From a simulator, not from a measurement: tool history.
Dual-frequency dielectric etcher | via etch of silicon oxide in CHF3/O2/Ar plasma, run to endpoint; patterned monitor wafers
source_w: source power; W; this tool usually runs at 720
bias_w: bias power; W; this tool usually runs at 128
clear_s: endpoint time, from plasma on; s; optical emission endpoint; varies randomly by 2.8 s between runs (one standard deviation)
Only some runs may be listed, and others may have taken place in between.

run    hour  source_w  bias_w  incoming incoming film thickness, nm  clear_s
  1       0       720     117                                 663.5    415.3
  2    80.4       720     128                                 668.5    420.7
  3   127.6       720     128                                   676      426
      154.6  -- wet clean of the chamber
  4   203.8       720     128                                 670.3    396.8
  5   260.6       720     135                                 660.8    390.5
  6   308.8       720     141                                 664.9    388.5
  7   345.3       720     128                                 675.8    412.5
  8   440.4       720     128                                 668.9    404.4
  9   499.8       720     128                                 664.1    408.4
 10   574.7       720     128                                 665.5    410.8
 11   613.2       720     128                                 672.9    415.3
      662.1  -- wet clean of the chamber
 12   702.2       720     128                                 664.7    388.6
 13   765.6       720     128                                 668.9    395.5
 14     837       860     143                                 671.6    362.3
 15   898.3       720     128                                 664.9      399
 16   960.8       840     141                                 665.7    368.8
     1062.6  -- upper electrode replaced
 17  1063.1       800     157                                 676.3    378.1
       1101  -- bias power generator calibrated
 18  1133.5       770     157                                 665.6    379.3
 19  1190.9       720     128                                 672.3    417.8
     1224.7  -- wet clean of the chamber
 20    1285       600     128                                 670.1    431.5
 21    1328       720     128                                   667    404.8
 22  1405.6       790     152                                 665.2    374.8
     1457.8  -- source power generator calibrated
 23  1468.8       630     128                                   668    429.8
 24  1569.4       640      97                                 672.5      466
 25  1615.7       600     143                                 665.9    433.4
 26  1697.6       670     112                                 669.8    442.1
     1735.6  -- wet clean of the chamber
 27  1750.9       720     128                                 668.5    401.8
 28  1826.2       770     109                                 670.5    400.1
 29  1998.5       720     128                                 669.8      405
 30  2103.9       720     128                                 668.6    409.1
 31    2185       810     108                                 665.6    410.5

Estimate the outcome of run 32 from the log above:
 32  2240.6       610     146                                 669.1        ?

clear_s: 429.7 s
Minus the tool's unlogged condition, the same run would have read clear_s 409.2 s.
